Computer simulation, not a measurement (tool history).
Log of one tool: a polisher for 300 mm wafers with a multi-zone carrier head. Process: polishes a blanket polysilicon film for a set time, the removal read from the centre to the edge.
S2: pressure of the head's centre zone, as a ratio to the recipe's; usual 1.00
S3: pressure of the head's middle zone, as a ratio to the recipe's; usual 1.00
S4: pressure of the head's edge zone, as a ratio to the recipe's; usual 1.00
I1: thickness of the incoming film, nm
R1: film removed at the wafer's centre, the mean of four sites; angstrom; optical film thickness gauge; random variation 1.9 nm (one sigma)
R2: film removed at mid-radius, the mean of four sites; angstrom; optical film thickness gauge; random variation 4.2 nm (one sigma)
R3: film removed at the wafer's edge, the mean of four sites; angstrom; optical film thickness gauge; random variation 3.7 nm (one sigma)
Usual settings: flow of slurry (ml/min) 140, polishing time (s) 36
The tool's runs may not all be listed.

Run 1, day 0.000: usual settings; I1 950.8. Result: R1 2883 angstrom, R2 2932 angstrom, R3 2998 angstrom.
Run 2, day 2.296: usual settings; I1 931.8. Result: R1 2896 angstrom, R2 3006 angstrom, R3 2966 angstrom.
At day 3.333: worn pad replaced by a new one.
Run 3, day 3.675: usual settings; I1 930.0. Result: R1 2894 angstrom, R2 2926 angstrom, R3 2928 angstrom.
Run 4, day 5.004: usual settings; I1 935.6. Result: R1 2918 angstrom, R2 2971 angstrom, R3 2920 angstrom.
Run 5, day 7.100: usual settings but S2 1.08; I1 946.3. Result: R1 3126 angstrom, R2 3078 angstrom, R3 2936 angstrom.
Run 6, day 9.092: usual settings but polishing time (s) 40; I1 929.9. Result: R1 3185 angstrom, R2 3290 angstrom, R3 3297 angstrom.
At day 9.879: worn pad replaced by a new one.
Run 7, day 11.025: usual settings but polishing time (s) 40; I1 949.2. Result: R1 3180 angstrom, R2 3364 angstrom, R3 3284 angstrom.
At day 13.450: slurry nozzle cleaned.
At day 14.062: carrier head's membrane replaced by a new one.
Run 8, day 14.608: usual settings; I1 945.7. Result: R1 2847 angstrom, R2 2978 angstrom, R3 3000 angstrom.
At day 15.700: worn pad replaced by a new one.
At day 16.933: edge zone pressure recalibrated.
At day 17.067: centre zone pressure recalibrated.
Run 9, day 17.238: usual settings but S2 1.10, S3 1.05, S4 1.06; I1 953.5. Result: R1 3229 angstrom, R2 3116 angstrom, R3 3034 angstrom.
Run 10, day 18.275: usual settings but flow of slurry (ml/min) 95; I1 935.6. Result: R1 2576 angstrom, R2 2580 angstrom, R3 2737 angstrom.
Run 11, day 20.446: usual settings but flow of slurry (ml/min) 185, S3 1.07, S4 1.06; I1 926.9. Result: R1 3112 angstrom, R2 3316 angstrom, R3 3224 angstrom.
Run 12, day 21.704: usual settings but S3 1.08, polishing time (s) 45; I1 942.3. Result: R1 3678 angstrom, R2 3902 angstrom, R3 3758 angstrom.
At day 22.108: worn pad replaced by a new one.
Run 13, day 23.183: usual settings but S3 1.11, S4 0.92; I1 939.0. Result: R1 2933 angstrom, R2 3184 angstrom, R3 2822 angstrom.
Run 14, day 24.721: usual settings but S2 1.05, S3 1.04; I1 940.6. Result: R1 3081 angstrom, R2 3033 angstrom, R3 2976 angstrom.
Run 15, day 26.404: usual settings but flow of slurry (ml/min) 120; I1 940.7. Result: R1 2774 angstrom, R2 2887 angstrom, R3 2911 angstrom.

What the log doesn't show, run by run:
removal rate lost through wear of the pad, %: 0 in every run
slurry flow missing at the pad, %: 0 in every run
deviation of the edge zone's pressure from its setpoint, %: 0 in every run
H1: deviation of the centre zone's pressure from its setpoint, %
run      H1
  1   -1.16
  2   -1.56
  3   -1.81
  4   -2.04
  5   -2.41
  6   -2.76
  7    -3.1
  8   -3.73
  9  -0.257
 10   -0.44
 11  -0.823
 12   -1.04
 13   -1.31
 14   -1.58
 15   -1.87
